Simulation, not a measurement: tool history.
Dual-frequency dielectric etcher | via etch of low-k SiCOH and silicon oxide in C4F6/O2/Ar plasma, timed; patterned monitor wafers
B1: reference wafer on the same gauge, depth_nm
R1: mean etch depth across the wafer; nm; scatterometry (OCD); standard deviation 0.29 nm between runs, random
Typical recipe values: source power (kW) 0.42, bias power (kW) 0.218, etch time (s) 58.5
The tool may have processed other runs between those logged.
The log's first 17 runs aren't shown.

Run 18, hour 223.8: usual settings but bias power (kW) 0.203, etch time (s) 53.5; B1 214.9. Result: R1 168.9 nm.
Run 19, hour 231: usual settings but etch time (s) 50; B1 215. Result: R1 162.2 nm.
At hour 231: gauge calibrated.
Run 20, hour 238.8: usual settings but source power (kW) 0.34, bias power (kW) 0.184, etch time (s) 67.5; B1 215. Result: R1 185.6 nm.
Run 21, hour 249.7: usual settings but source power (kW) 0.39; B1 214.9. Result: R1 182.2 nm.
Run 22, hour 260.6: usual settings but source power (kW) 0.38, bias power (kW) 0.235, etch time (s) 53; B1 215.1. Result: R1 168 nm.
Run 23, hour 277: usual settings but source power (kW) 0.34, etch time (s) 45.5; B1 215. Result: R1 132.9 nm.
Run 24, hour 301.8: usual settings but source power (kW) 0.48; B1 215. Result: R1 201.1 nm.
Run 25, hour 313.3: usual settings; B1 215. Result: R1 188.8 nm.
Run 26, hour 320.7: usual settings but etch time (s) 45.5; B1 215.1. Result: R1 146.6 nm.
Run 27, hour 328.7: usual settings but source power (kW) 0.37, etch time (s) 44.5; B1 215.1. Result: R1 135.3 nm.
Run 28, hour 366.4: usual settings but source power (kW) 0.38, etch time (s) 63.5; B1 215. Result: R1 194.7 nm.
Run 29, hour 376.3: usual settings but bias power (kW) 0.243, etch time (s) 49.5; B1 215. Result: R1 165.5 nm.
Run 30, hour 388.9: usual settings but source power (kW) 0.34, etch time (s) 54; B1 215. Result: R1 156.9 nm.
Run 31, hour 395.3: usual settings; B1 215.2. Result: R1 188.1 nm.

3 ways to go on from here, each from the tool as it stands after run 31. What would each give?
Run A, hour 395.7: usual settings but bias power (kW) 0.197; B1 ?. Result: R1 ?.
Run B, hour 395.7: usual settings but source power (kW) 0.38, bias power (kW) 0.26, etch time (s) 72.5; B1 ?. Result: R1 ?.
Run C, hour 395.7: usual settings but etch time (s) 69; B1 ?. Result: R1 ?.

run   B1     R1
  A  215  182.4
  B  215  237.9
  C  215  222.9
The same runs, with their run-to-run variation unchanged, on a tool lacking any hidden condition would have given:
run     R1
  A  184.2
  B  240.2
  C  225.1
